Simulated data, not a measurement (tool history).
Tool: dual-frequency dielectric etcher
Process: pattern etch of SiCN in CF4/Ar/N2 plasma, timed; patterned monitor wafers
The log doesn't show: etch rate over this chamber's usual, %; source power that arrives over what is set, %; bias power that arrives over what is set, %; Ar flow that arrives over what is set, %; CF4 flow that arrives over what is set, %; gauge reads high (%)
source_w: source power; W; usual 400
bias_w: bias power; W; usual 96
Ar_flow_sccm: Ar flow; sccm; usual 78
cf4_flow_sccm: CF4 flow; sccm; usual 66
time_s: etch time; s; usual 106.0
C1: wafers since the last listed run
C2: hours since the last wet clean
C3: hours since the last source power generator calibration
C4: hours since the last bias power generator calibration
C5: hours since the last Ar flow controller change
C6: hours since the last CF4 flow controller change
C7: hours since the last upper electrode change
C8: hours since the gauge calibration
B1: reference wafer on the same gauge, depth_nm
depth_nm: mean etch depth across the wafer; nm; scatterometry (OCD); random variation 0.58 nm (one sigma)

run 1 hour=0.0 | source_w=400 bias_w=96 Ar_flow_sccm=78 cf4_flow_sccm=77 time_s=106.0 | C1=0 C2=367.0 C3=2551.9 C4=3746.5 C5=1810.2 C6=3971.8 C7=3054.8 C8=960.2 | B1=89.5 | depth_nm=95.6
run 2 hour=37.7 | source_w=400 bias_w=96 Ar_flow_sccm=78 cf4_flow_sccm=66 time_s=106.0 | C1=403 C2=404.7 C3=2589.6 C4=3784.2 C5=1847.9 C6=4009.5 C7=3092.5 C8=997.9 | B1=89.5 | depth_nm=94.5
run 3 hour=141.5 | source_w=400 bias_w=96 Ar_flow_sccm=78 cf4_flow_sccm=66 time_s=106.0 | C1=1110 C2=508.5 C3=2693.4 C4=3888.0 C5=1951.7 C6=4113.3 C7=3196.3 C8=1101.7 | B1=89.5 | depth_nm=94.7
-- hour=176.3 source power generator calibrated
-- hour=187.8 wet clean of the chamber
run 4 hour=188.3 | source_w=400 bias_w=96 Ar_flow_sccm=78 cf4_flow_sccm=66 time_s=106.0 | C1=335 C2=0.5 C3=12.0 C4=3934.8 C5=1998.5 C6=4160.1 C7=3243.1 C8=1148.5 | B1=89.7 | depth_nm=89.0
run 5 hour=219.8 | source_w=450 bias_w=96 Ar_flow_sccm=78 cf4_flow_sccm=66 time_s=106.0 | C1=336 C2=32.0 C3=43.5 C4=3966.3 C5=2030.0 C6=4191.6 C7=3274.6 C8=1180.0 | B1=89.6 | depth_nm=99.5
-- hour=236.1 gauge calibrated
run 6 hour=280.5 | source_w=450 bias_w=96 Ar_flow_sccm=78 cf4_flow_sccm=66 time_s=106.0 | C1=649 C2=92.7 C3=104.2 C4=4027.0 C5=2090.7 C6=4252.3 C7=3335.3 C8=44.4 | B1=89.7 | depth_nm=99.7
-- hour=367.6 bias power generator calibrated
run 7 hour=368.1 | source_w=400 bias_w=96 Ar_flow_sccm=78 cf4_flow_sccm=66 time_s=106.0 | C1=894 C2=180.3 C3=191.8 C4=0.5 C5=2178.3 C6=4339.9 C7=3422.9 C8=132.0 | B1=89.9 | depth_nm=89.4
run 8 hour=431.4 | source_w=400 bias_w=103 Ar_flow_sccm=78 cf4_flow_sccm=66 time_s=106.0 | C1=676 C2=243.6 C3=255.1 C4=63.8 C5=2241.6 C6=4403.2 C7=3486.2 C8=195.3 | B1=89.6 | depth_nm=93.6
run 9 hour=470.7 | source_w=400 bias_w=96 Ar_flow_sccm=78 cf4_flow_sccm=77 time_s=106.0 | C1=420 C2=282.9 C3=294.4 C4=103.1 C5=2280.9 C6=4442.5 C7=3525.5 C8=234.6 | B1=89.5 | depth_nm=92.7
-- hour=600.0 upper electrode replaced
run 10 hour=738.5 | source_w=490 bias_w=76 Ar_flow_sccm=71 cf4_flow_sccm=52 time_s=106.0 | C1=2607 C2=550.7 C3=562.2 C4=370.9 C5=2548.7 C6=4710.3 C7=138.5 C8=502.4 | B1=89.7 | depth_nm=101.1
-- hour=783.7 wet clean of the chamber
run 11 hour=807.3 | source_w=320 bias_w=96 Ar_flow_sccm=78 cf4_flow_sccm=81 time_s=106.0 | C1=479 C2=23.6 C3=631.0 C4=439.7 C5=2617.5 C6=4779.1 C7=207.3 C8=571.2 | B1=89.6 | depth_nm=72.5
run 12 hour=853.5 | source_w=400 bias_w=96 Ar_flow_sccm=78 cf4_flow_sccm=71 time_s=126.0 | C1=494 C2=69.8 C3=677.2 C4=485.9 C5=2663.7 C6=4825.3 C7=253.5 C8=617.4 | B1=89.6 | depth_nm=108.0
-- hour=877.1 Ar flow controller replaced
run 13 hour=893.9 | source_w=400 bias_w=85 Ar_flow_sccm=78 cf4_flow_sccm=66 time_s=106.0 | C1=367 C2=110.2 C3=717.6 C4=526.3 C5=16.8 C6=4865.7 C7=293.9 C8=657.8 | B1=89.6 | depth_nm=87.4
run 14 hour=983.3 | source_w=400 bias_w=96 Ar_flow_sccm=78 cf4_flow_sccm=66 time_s=106.0 | C1=956 C2=199.6 C3=807.0 C4=615.7 C5=106.2 C6=4955.1 C7=383.3 C8=747.2 | B1=89.5 | depth_nm=91.9
-- hour=1061.3 CF4 flow controller replaced
run 15 hour=1089.0 | source_w=400 bias_w=96 Ar_flow_sccm=78 cf4_flow_sccm=66 time_s=106.0 | C1=1066 C2=305.3 C3=912.7 C4=721.4 C5=211.9 C6=27.7 C7=489.0 C8=852.9 | B1=89.6 | depth_nm=93.8
run 16 hour=1164.1 | source_w=400 bias_w=96 Ar_flow_sccm=59 cf4_flow_sccm=74 time_s=106.0 | C1=803 C2=380.4 C3=987.8 C4=796.5 C5=287.0 C6=102.8 C7=564.1 C8=928.0 | B1=89.7 | depth_nm=99.2
run 17 hour=1229.7 | source_w=450 bias_w=96 Ar_flow_sccm=78 cf4_flow_sccm=66 time_s=106.0 | C1=701 C2=446.0 C3=1053.4 C4=862.1 C5=352.6 C6=168.4 C7=629.7 C8=993.6 | B1=89.7 | depth_nm=106.5
run 18 hour=1266.4 | source_w=400 bias_w=96 Ar_flow_sccm=78 cf4_flow_sccm=66 time_s=106.0 | C1=392 C2=482.7 C3=1090.1 C4=898.8 C5=389.3 C6=205.1 C7=666.4 C8=1030.3 | B1=89.6 | depth_nm=94.6
run 19 hour=1349.5 | source_w=440 bias_w=80 Ar_flow_sccm=88 cf4_flow_sccm=66 time_s=106.0 | C1=888 C2=565.8 C3=1173.2 C4=981.9 C5=472.4 C6=288.2 C7=749.5 C8=1113.4 | B1=89.7 | depth_nm=94.6
-- hour=1402.0 gauge calibrated
run 20 hour=1425.0 | source_w=400 bias_w=116 Ar_flow_sccm=78 cf4_flow_sccm=75 time_s=106.0 | C1=807 C2=641.3 C3=1248.7 C4=1057.4 C5=547.9 C6=363.7 C7=825.0 C8=23.0 | B1=89.6 | depth_nm=104.8
-- hour=1482.2 wet clean of the chamber
run 21 hour=1532.9 | source_w=400 bias_w=104 Ar_flow_sccm=78 cf4_flow_sccm=66 time_s=90.5 | C1=897 C2=50.7 C3=1356.6 C4=1165.3 C5=655.8 C6=471.6 C7=932.9 C8=130.9 | B1=89.9 | depth_nm=81.1

Hidden state at the last listed run before each entry between runs and at the first one after, where it differs:
Between runs 3 and 4: source power generator calibrated (hour 176.3); wet clean of the chamber (hour 187.8)
  etch rate over this chamber's usual, %: 2.92 -> -0.135; source power that arrives over what is set, %: 4.47 -> 0.377
  measured less the result without the state, depth_nm: +6.8 -> +0.2 nm
Between runs 5 and 6: gauge calibrated (hour 236.1)
  etch rate over this chamber's usual, %: 0.0358 -> 0.364; source power that arrives over what is set, %: 0.574 -> 0.933
  measured less the result without the state, depth_nm: +0.6 -> +1.3 nm
Between runs 6 and 7: bias power generator calibrated (hour 367.6)
  etch rate over this chamber's usual, %: 0.364 -> 0.838; source power that arrives over what is set, %: 0.933 -> 1.41
  measured less the result without the state, depth_nm: +1.3 -> +2.0 nm
Between runs 9 and 10: upper electrode replaced (hour 600.0)
  etch rate over this chamber's usual, %: 1.39 -> 2.84; source power that arrives over what is set, %: 1.9 -> 2.93
  measured less the result without the state, depth_nm: +3.1 -> +5.8 nm
Between runs 10 and 11: wet clean of the chamber (hour 783.7)
  etch rate over this chamber's usual, %: 2.84 -> 0.467; source power that arrives over what is set, %: 2.93 -> 3.14
  measured less the result without the state, depth_nm: +5.8 -> +2.6 nm
Between runs 12 and 13: Ar flow controller replaced (hour 877.1)
  etch rate over this chamber's usual, %: 0.717 -> 0.936; source power that arrives over what is set, %: 3.27 -> 3.38
  measured less the result without the state, depth_nm: +4.3 -> +3.8 nm
Between runs 14 and 15: CF4 flow controller replaced (hour 1061.3)
  etch rate over this chamber's usual, %: 1.42 -> 1.99; source power that arrives over what is set, %: 3.61 -> 3.85
  measured less the result without the state, depth_nm: +4.6 -> +5.4 nm
Between runs 19 and 20: gauge calibrated (hour 1402.0)
  etch rate over this chamber's usual, %: 3.4 -> 3.81; source power that arrives over what is set, %: 4.32 -> 4.43
  measured less the result without the state, depth_nm: +7.1 -> +8.3 nm
Between runs 20 and 21: wet clean of the chamber (hour 1482.2)
  etch rate over this chamber's usual, %: 3.81 -> 0.123; source power that arrives over what is set, %: 4.43 -> 4.57
  measured less the result without the state, depth_nm: +8.3 -> +3.8 nm
